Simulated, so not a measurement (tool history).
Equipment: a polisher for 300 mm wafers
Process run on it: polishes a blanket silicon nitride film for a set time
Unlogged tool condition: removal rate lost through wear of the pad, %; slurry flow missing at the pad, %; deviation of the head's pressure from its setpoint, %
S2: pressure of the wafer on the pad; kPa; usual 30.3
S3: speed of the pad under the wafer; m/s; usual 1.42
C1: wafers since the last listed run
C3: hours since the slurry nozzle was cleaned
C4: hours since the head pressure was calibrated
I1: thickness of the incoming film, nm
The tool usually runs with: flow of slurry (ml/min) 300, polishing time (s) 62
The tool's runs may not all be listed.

run 1 day=0.000 | flow_of_slurry_(ml/min)=300 S2=25.5 S3=1.42 polishing_time_(s)=62 | C1=0 wafers_polished_on_this_pad=1198 C3=263.3 C4=676.4 | I1=492.3 | film_removed_(angstrom)=1504
run 2 day=1.096 | flow_of_slurry_(ml/min)=300 S2=25.5 S3=1.42 polishing_time_(s)=62 | C1=162 wafers_polished_on_this_pad=1361 C3=289.6 C4=702.7 | I1=499.9 | film_removed_(angstrom)=1491
-- day=2.325 slurry nozzle cleaned
-- day=2.567 worn pad replaced by a new one
run 3 day=2.650 | flow_of_slurry_(ml/min)=300 S2=30.3 S3=1.54 polishing_time_(s)=69 | C1=199 wafers_polished_on_this_pad=12 C3=7.8 C4=740.0 | I1=498.4 | film_removed_(angstrom)=2174
run 4 day=5.429 | flow_of_slurry_(ml/min)=300 S2=30.3 S3=1.42 polishing_time_(s)=62 | C1=412 wafers_polished_on_this_pad=424 C3=74.5 C4=806.7 | I1=501.0 | film_removed_(angstrom)=1828
run 5 day=6.988 | flow_of_slurry_(ml/min)=300 S2=30.3 S3=1.42 polishing_time_(s)=62 | C1=231 wafers_polished_on_this_pad=655 C3=111.9 C4=844.1 | I1=505.2 | film_removed_(angstrom)=1853
-- day=9.350 head pressure recalibrated
run 6 day=14.912 | flow_of_slurry_(ml/min)=300 S2=27.6 S3=1.42 polishing_time_(s)=69 | C1=1162 wafers_polished_on_this_pad=1818 C3=302.1 C4=133.5 | I1=506.3 | film_removed_(angstrom)=1654
-- day=14.979 slurry nozzle cleaned
-- day=15.717 worn pad replaced by a new one
run 7 day=16.967 | flow_of_slurry_(ml/min)=300 S2=27.6 S3=1.42 polishing_time_(s)=69 | C1=273 wafers_polished_on_this_pad=185 C3=47.7 C4=182.8 | I1=498.5 | film_removed_(angstrom)=1744
run 8 day=19.429 | flow_of_slurry_(ml/min)=300 S2=30.3 S3=1.42 polishing_time_(s)=62 | C1=365 wafers_polished_on_this_pad=550 C3=106.8 C4=241.9 | I1=498.8 | film_removed_(angstrom)=1731
run 9 day=23.004 | flow_of_slurry_(ml/min)=300 S2=30.3 S3=1.42 polishing_time_(s)=62 | C1=530 wafers_polished_on_this_pad=1080 C3=192.6 C4=327.7 | I1=493.3 | film_removed_(angstrom)=1741
run 10 day=24.708 | flow_of_slurry_(ml/min)=300 S2=30.3 S3=1.42 polishing_time_(s)=79 | C1=252 wafers_polished_on_this_pad=1333 C3=233.5 C4=368.6 | I1=497.4 | film_removed_(angstrom)=2228
run 11 day=27.479 | flow_of_slurry_(ml/min)=300 S2=30.3 S3=1.42 polishing_time_(s)=79 | C1=410 wafers_polished_on_this_pad=1744 C3=300.0 C4=435.1 | I1=504.8 | film_removed_(angstrom)=2223
-- day=28.254 worn pad replaced by a new one
-- day=28.896 slurry nozzle cleaned
run 12 day=29.338 | flow_of_slurry_(ml/min)=300 S2=30.3 S3=1.42 polishing_time_(s)=62 | C1=244 wafers_polished_on_this_pad=154 C3=10.6 C4=479.7 | I1=500.5 | film_removed_(angstrom)=1833
run 13 day=31.146 | flow_of_slurry_(ml/min)=300 S2=30.3 S3=1.42 polishing_time_(s)=62 | C1=268 wafers_polished_on_this_pad=422 C3=54.0 C4=523.1 | I1=499.9 | film_removed_(angstrom)=1787
run 14 day=34.042 | flow_of_slurry_(ml/min)=300 S2=30.3 S3=1.64 polishing_time_(s)=62 | C1=429 wafers_polished_on_this_pad=851 C3=123.5 C4=592.6 | I1=495.0 | film_removed_(angstrom)=2012
run 15 day=36.600 | flow_of_slurry_(ml/min)=300 S2=35.2 S3=1.12 polishing_time_(s)=47 | C1=379 wafers_polished_on_this_pad=1231 C3=184.9 C4=654.0 | I1=506.1 | film_removed_(angstrom)=1332
run 16 day=38.208 | flow_of_slurry_(ml/min)=300 S2=40.0 S3=1.58 polishing_time_(s)=75 | C1=238 wafers_polished_on_this_pad=1469 C3=223.5 C4=692.6 | I1=505.5 | film_removed_(angstrom)=3038
run 17 day=39.233 | flow_of_slurry_(ml/min)=300 S2=30.3 S3=1.42 polishing_time_(s)=62 | C1=151 wafers_polished_on_this_pad=1621 C3=248.1 C4=717.2 | I1=499.2 | film_removed_(angstrom)=1792
-- day=41.004 worn pad replaced by a new one
-- day=41.842 slurry nozzle cleaned
run 18 day=42.362 | flow_of_slurry_(ml/min)=300 S2=20.0 S3=1.42 polishing_time_(s)=62 | C1=433 wafers_polished_on_this_pad=195 C3=12.5 C4=792.3 | I1=496.3 | film_removed_(angstrom)=1226
run 19 day=44.408 | flow_of_slurry_(ml/min)=245 S2=30.3 S3=1.42 polishing_time_(s)=74 | C1=303 wafers_polished_on_this_pad=498 C3=61.6 C4=841.4 | I1=492.4 | film_removed_(angstrom)=2153
-- day=45.692 head pressure recalibrated
run 20 day=46.675 | flow_of_slurry_(ml/min)=300 S2=30.3 S3=1.42 polishing_time_(s)=62 | C1=323 wafers_polished_on_this_pad=822 C3=116.0 C4=23.6 | I1=501.5 | film_removed_(angstrom)=1684
run 21 day=49.588 | flow_of_slurry_(ml/min)=370 S2=23.4 S3=1.42 polishing_time_(s)=62 | C1=431 wafers_polished_on_this_pad=1254 C3=185.9 C4=93.5 | I1=499.2 | film_removed_(angstrom)=1336
run 22 day=51.008 | flow_of_slurry_(ml/min)=300 S2=30.3 S3=1.42 polishing_time_(s)=62 | C1=210 wafers_polished_on_this_pad=1464 C3=220.0 C4=127.6 | I1=502.4 | film_removed_(angstrom)=1695
-- day=51.712 worn pad replaced by a new one
run 23 day=53.333 | flow_of_slurry_(ml/min)=300 S2=34.5 S3=1.42 polishing_time_(s)=62 | C1=320 wafers_polished_on_this_pad=240 C3=275.8 C4=183.4 | I1=495.7 | film_removed_(angstrom)=1897
run 24 day=55.808 | flow_of_slurry_(ml/min)=340 S2=30.3 S3=1.80 polishing_time_(s)=54 | C1=366 wafers_polished_on_this_pad=607 C3=335.2 C4=242.8 | I1=501.2 | film_removed_(angstrom)=1747
-- day=56.317 slurry nozzle cleaned
run 25 day=58.250 | flow_of_slurry_(ml/min)=300 S2=30.3 S3=1.42 polishing_time_(s)=62 | C1=355 wafers_polished_on_this_pad=963 C3=46.4 C4=301.4 | I1=492.9 | film_removed_(angstrom)=1726
run 26 day=59.258 | flow_of_slurry_(ml/min)=265 S2=30.3 S3=1.62 polishing_time_(s)=76 | C1=149 wafers_polished_on_this_pad=1112 C3=70.6 C4=325.6 | I1=496.2 | film_removed_(angstrom)=2345

Run by run, hidden condition taken away, random variation retained:
run=1 film_removed_(angstrom)=1454
run=2 film_removed_(angstrom)=1448
run=3 film_removed_(angstrom)=2040
run=4 film_removed_(angstrom)=1707
run=5 film_removed_(angstrom)=1728
run=6 film_removed_(angstrom)=1714
run=7 film_removed_(angstrom)=1714
run=8 film_removed_(angstrom)=1695
run=9 film_removed_(angstrom)=1704
run=10 film_removed_(angstrom)=2185
run=11 film_removed_(angstrom)=2200
run=12 film_removed_(angstrom)=1747
run=13 film_removed_(angstrom)=1698
run=14 film_removed_(angstrom)=1904
run=15 film_removed_(angstrom)=1261
run=16 film_removed_(angstrom)=2882
run=17 film_removed_(angstrom)=1704
run=18 film_removed_(angstrom)=1130
run=19 film_removed_(angstrom)=1978
run=20 film_removed_(angstrom)=1705
run=21 film_removed_(angstrom)=1349
run=22 film_removed_(angstrom)=1717
run=23 film_removed_(angstrom)=1933
run=24 film_removed_(angstrom)=1795
run=25 film_removed_(angstrom)=1698
run=26 film_removed_(angstrom)=2306
